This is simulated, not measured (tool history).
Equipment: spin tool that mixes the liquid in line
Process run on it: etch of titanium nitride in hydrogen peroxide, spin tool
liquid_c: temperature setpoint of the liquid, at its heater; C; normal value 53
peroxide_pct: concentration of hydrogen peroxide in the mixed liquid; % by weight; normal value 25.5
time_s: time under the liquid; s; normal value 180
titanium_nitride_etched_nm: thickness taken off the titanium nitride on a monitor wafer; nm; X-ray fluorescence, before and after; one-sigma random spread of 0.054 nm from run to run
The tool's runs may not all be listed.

run	hour	liquid_c	peroxide_pct	time_s	read-back film thickness of the titanium nitride reference wafer, read on the same gauge (nm)	titanium_nitride_etched_nm
1	0	53	30	180	109.99	5.11
# hour 6.6: peroxide flow meter replaced
2	42.2	53	25.5	180	109.99	4.88
3	77.4	53	25.5	180	110	4.93
# hour 103.9: new drum of peroxide connected
4	108.6	53	25.5	180	110.03	4.92
5	137.8	55	30	180	109.97	5.96
6	173.1	49	20	180	110.06	3.48
# hour 176: thermometer replaced
7	196	49	20	180	109.99	3.78
8	211.8	60.5	29	120	109.95	6.32
9	241.9	53	25.5	180	109.99	5.41
10	255	53	19	80	110	2.23
11	273.7	53	25.5	95	109.98	2.89
# hour 274.7: gauge calibrated
12	326.7	47	18	280	110.03	5.03
13	348.4	46	25.5	225	110.05	4.07
14	360.8	53	25.5	140	109.99	4.13
# hour 380.7: heated supply line repaired
15	388.1	53	25.5	215	110.01	6.44
16	404.8	58	30	140	110.04	6.12
17	419	53	21	180	110	5.05
18	450.5	59	20	90	109.99	3.83
19	475	53	23.5	180	110.03	5.15
20	494.2	53	25.5	180	110.07	5.33
21	522	44.5	25.5	180	109.98	2.83
22	544.5	53	25.5	230	109.98	6.85

Predict the results of run 23:
23	558.5	44	29	245	?	?

Run 23 produced read-back film thickness of the titanium nitride reference wafer, read on the same gauge (nm) 110.04, titanium_nitride_etched_nm 3.88 nm.
On a tool with no hidden condition, and with the same random variation, this run would have come out at titanium_nitride_etched_nm 4.01 nm.
